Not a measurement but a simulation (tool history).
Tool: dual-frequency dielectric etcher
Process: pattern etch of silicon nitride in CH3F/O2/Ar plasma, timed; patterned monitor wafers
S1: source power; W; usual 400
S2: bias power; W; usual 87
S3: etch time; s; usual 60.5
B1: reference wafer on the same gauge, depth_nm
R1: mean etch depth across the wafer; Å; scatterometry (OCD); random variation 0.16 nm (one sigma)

run,hour,S1,S2,S3,B1,R1
1,0,400,87,60.5,50.49,452.5
2,29.1,400,87,60.5,50.51,450.5
3,76.1,400,94,60.5,50.46,470.7
4,117.7,400,87,60.5,50.47,454
5,178.7,400,87,60.5,50.46,457.2
6,207.4,400,87,60.5,50.53,453.3
7,265.6,400,87,60.5,50.53,450.8
# hour 315.1: wet clean of the chamber
8,315.6,400,87,47.5,50.5,356.6
9,370.9,330,87,60.5,50.55,408.8
# hour 431.2: bias power generator calibrated
10,435.7,400,87,60.5,50.49,447.3
# hour 633.1: gauge calibrated
11,642.3,400,87,60.5,50.43,449
# hour 700.7: upper electrode replaced
12,701.2,360,79,65.5,50.48,437
13,755.7,400,87,60.5,50.49,447.1
14,807.3,450,71,60.5,50.46,427.5
15,833.2,400,87,55.5,50.5,413.3
16,872.5,400,87,75,50.44,552.8
17,905.8,400,87,60.5,50.47,447.7
# hour 912: source power generator calibrated
18,961.9,300,87,60.5,50.49,380.6
# hour 999.7: wet clean of the chamber
19,1029.4,400,87,60.5,50.53,446.9
20,1081.6,320,87,60.5,50.51,397.6
21,1132.9,400,87,60.5,50.51,447.9
22,1160.3,350,96,55,50.48,397.7
23,1208,400,87,60.5,50.46,446.7
24,1259,470,93,43,50.51,356.3
25,1330.4,350,87,78,50.5,538.6
26,1360.5,330,104,73,50.47,533.6
27,1394.8,460,77,54.5,50.49,404.9
28,1427.6,450,94,53.5,50.52,438.5
29,1463.4,490,103,73,50.48,656.1
30,1491.2,400,87,60.5,50.49,450.2

The same runs without the tool's hidden state, with the same run-to-run variation:
The hidden state here: etch rate over this chamber's usual, %; source power that arrives over what is set, %; bias power that arrives over what is set, %; gauge reads high (%).
run,R1
1,445.5
2,443.3
3,462.7
4,446.1
5,448.8
6,444.8
7,442
8,349.3
9,399.9
10,444.7
11,446.3
12,434.4
13,444.4
14,425.1
15,410.7
16,549.3
17,444.7
18,378
19,443.8
20,394.7
21,444.6
22,394.6
23,443.2
24,353.4
25,534
26,528.7
27,401.4
28,434.5
29,649.8
30,445.9
